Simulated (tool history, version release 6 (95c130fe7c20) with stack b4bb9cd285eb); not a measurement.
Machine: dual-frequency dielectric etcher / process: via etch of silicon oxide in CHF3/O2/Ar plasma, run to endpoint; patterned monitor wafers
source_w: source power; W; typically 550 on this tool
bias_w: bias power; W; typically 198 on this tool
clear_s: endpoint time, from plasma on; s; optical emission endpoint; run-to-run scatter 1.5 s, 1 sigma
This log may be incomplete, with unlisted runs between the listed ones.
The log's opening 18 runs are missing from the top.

run	day	source_w	bias_w	incoming incoming film thickness, nm	clear_s
19	9.629	550	182	717.2	364.2
# day 10.867: upper electrode replaced
20	10.888	600	198	711.7	334.8
21	10.904	670	245	710.9	286.2
22	11.088	550	198	716.9	345.4
# day 11.292: bias power generator calibrated
23	11.65	660	198	713	323.8
24	12.329	430	183	702.7	385
25	12.838	620	182	705.4	343.2
26	13.217	550	244	711.5	305.6
27	13.479	550	198	719.9	344.3
28	14.05	550	173	707	364.9
# day 14.225: source power generator calibrated
29	14.317	550	198	711	343.2
30	14.933	550	237	714.3	312.2
31	15.538	590	163	709.9	370.5
32	16.038	500	212	712.6	339.7
33	16.371	600	241	710.6	296.8
34	18.029	610	155	718	378.7

Forecast each of these 5 alternatives for the next run:
A	18.05	510	198	718.2	?
B	18.05	500	176	718.2	?
C	18.05	600	170	718.2	?
D	18.05	610	178	718.2	?
E	18.05	550	172	718.2	?

run	clear_s
A	349.4
B	375.9
C	360.8
D	349.5
E	369
With no hidden state in the tool, these same runs would have given:
run	clear_s
A	356.8
B	383.9
C	368.4
D	356.9
E	376.9

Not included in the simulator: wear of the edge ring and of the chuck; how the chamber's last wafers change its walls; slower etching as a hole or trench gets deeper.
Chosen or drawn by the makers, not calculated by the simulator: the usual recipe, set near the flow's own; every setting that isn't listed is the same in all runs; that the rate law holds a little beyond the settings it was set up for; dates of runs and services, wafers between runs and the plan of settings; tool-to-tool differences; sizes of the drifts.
